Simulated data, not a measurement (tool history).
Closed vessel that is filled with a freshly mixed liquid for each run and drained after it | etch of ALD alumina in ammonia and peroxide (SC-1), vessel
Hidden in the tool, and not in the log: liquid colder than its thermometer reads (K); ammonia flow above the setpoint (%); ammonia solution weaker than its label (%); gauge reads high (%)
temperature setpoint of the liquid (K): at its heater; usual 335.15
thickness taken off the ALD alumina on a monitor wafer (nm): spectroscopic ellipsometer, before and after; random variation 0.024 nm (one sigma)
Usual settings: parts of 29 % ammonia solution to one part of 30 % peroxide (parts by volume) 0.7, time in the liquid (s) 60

run	hour	temperature setpoint of the liquid (K)	parts of 29 % ammonia solution to one part of 30 % peroxide (parts by volume)	time in the liquid (s)	wafers since the last listed run	hours since the thermometer was replaced	hours since the ammonia flow meter was replaced	hours since the drum of ammonia solution was connected	hours since the gauge calibration	read-back film thickness of the ALD alumina reference wafer, read on the same gauge (nm)	thickness taken off the ALD alumina on a monitor wafer (nm)
1	0	335.15	0.7	60	0	2197.3	1980.7	426.9	603.5	80.01	7.45
2	32.1	335.15	0.7	60	4391	2229.4	2012.8	459	635.6	80	7.48
3	52.9	331.15	0.7	60	2845	2250.2	2033.6	479.8	656.4	80	6.08
# hour 66.8: gauge calibrated
4	88.7	331.15	0.7	60	4897	2286	2069.4	515.6	21.9	79.98	6.09
5	102.2	329.15	0.7	60	1846	2299.5	2082.9	529.1	35.4	80	5.48
# hour 105.6: new drum of ammonia solution connected
6	134.9	335.15	0.7	60	4337	2332.2	2115.6	29.3	68.1	80	7.59
7	159.1	335.15	0.7	60	3310	2356.4	2139.8	53.5	92.3	80	7.55
8	194.9	335.15	0.7	60	4897	2392.2	2175.6	89.3	128.1	80	7.58
9	222.3	335.15	0.7	55	3748	2419.6	2203	116.7	155.5	80	6.91
10	242.8	335.15	0.55	85	2804	2440.1	2223.5	137.2	176	79.98	10.42
11	276.8	343.15	0.35	85	4651	2474.1	2257.5	171.2	210	80	14.81
12	304.6	335.15	0.7	60	3803	2501.9	2285.3	199	237.8	80	7.54
13	336.8	335.15	0.7	60	4405	2534.1	2317.5	231.2	270	79.99	7.58
14	368.3	343.15	0.55	85	4309	2565.6	2349	262.7	301.5	80	15.46
15	387.8	335.15	1	60	2667	2585.1	2368.5	282.2	321	79.99	7.8
16	410.4	331.15	0.7	60	3091	2607.7	2391.1	304.8	343.6	79.99	6.09
17	428.1	340.65	0.4	50	2421	2625.4	2408.8	322.5	361.3	79.99	7.79
# hour 431.5: thermometer replaced
18	487.1	339.15	0.95	35	7935	55.6	2467.8	381.5	420.3	80.01	5.51
19	521.9	335.15	0.7	60	4761	90.4	2502.6	416.3	455.1	80	7.46
# hour 529.2: ammonia flow meter replaced
20	546.1	343.15	0.7	60	3174	114.6	16.9	440.5	479.3	79.99	11.17
21	569.7	326.65	1.05	80	3228	138.2	40.5	464.1	502.9	80.01	6.69
22	584.4	343.15	0.8	30	2011	152.9	55.2	478.8	517.6	79.98	5.64
23	611.9	343.15	1	60	3762	180.4	82.7	506.3	545.1	80.01	11.46
24	647.3	330.65	0.7	60	4843	215.8	118.1	541.7	580.5	79.98	5.91
25	670.1	335.15	0.7	60	3119	238.6	140.9	564.5	603.3	80.01	7.49
26	695.5	335.15	0.7	80	3475	264	166.3	589.9	628.7	79.99	9.98
# hour 699.6: gauge calibrated
27	707.5	335.15	0.8	60	1641	276	178.3	601.9	7.9	80	7.51
# hour 723.1: new drum of ammonia solution connected
28	729.1	335.15	0.7	60	2818	297.6	199.9	6	29.5	79.99	7.59

5 ways to go on from here, each from the tool as it stands after run 28. What would each give?
A	729.8	335.15	0.7	85	95	298.3	200.6	6.7	30.2	?	?
B	729.8	335.15	0.85	60	95	298.3	200.6	6.7	30.2	?	?
C	729.8	329.15	0.7	35	95	298.3	200.6	6.7	30.2	?	?
D	729.8	335.15	0.7	30	95	298.3	200.6	6.7	30.2	?	?
E	729.8	326.65	0.9	60	95	298.3	200.6	6.7	30.2	?	?

run	read-back film thickness of the ALD alumina reference wafer, read on the same gauge (nm)	thickness taken off the ALD alumina on a monitor wafer (nm)
A	80	10.79
B	80	7.75
C	80	3.26
D	80	3.81
E	80	5.01
Without the tool's hidden state the same runs would have given:
run	thickness taken off the ALD alumina on a monitor wafer (nm)
A	10.8
B	7.77
C	3.26
D	3.81
E	5.01
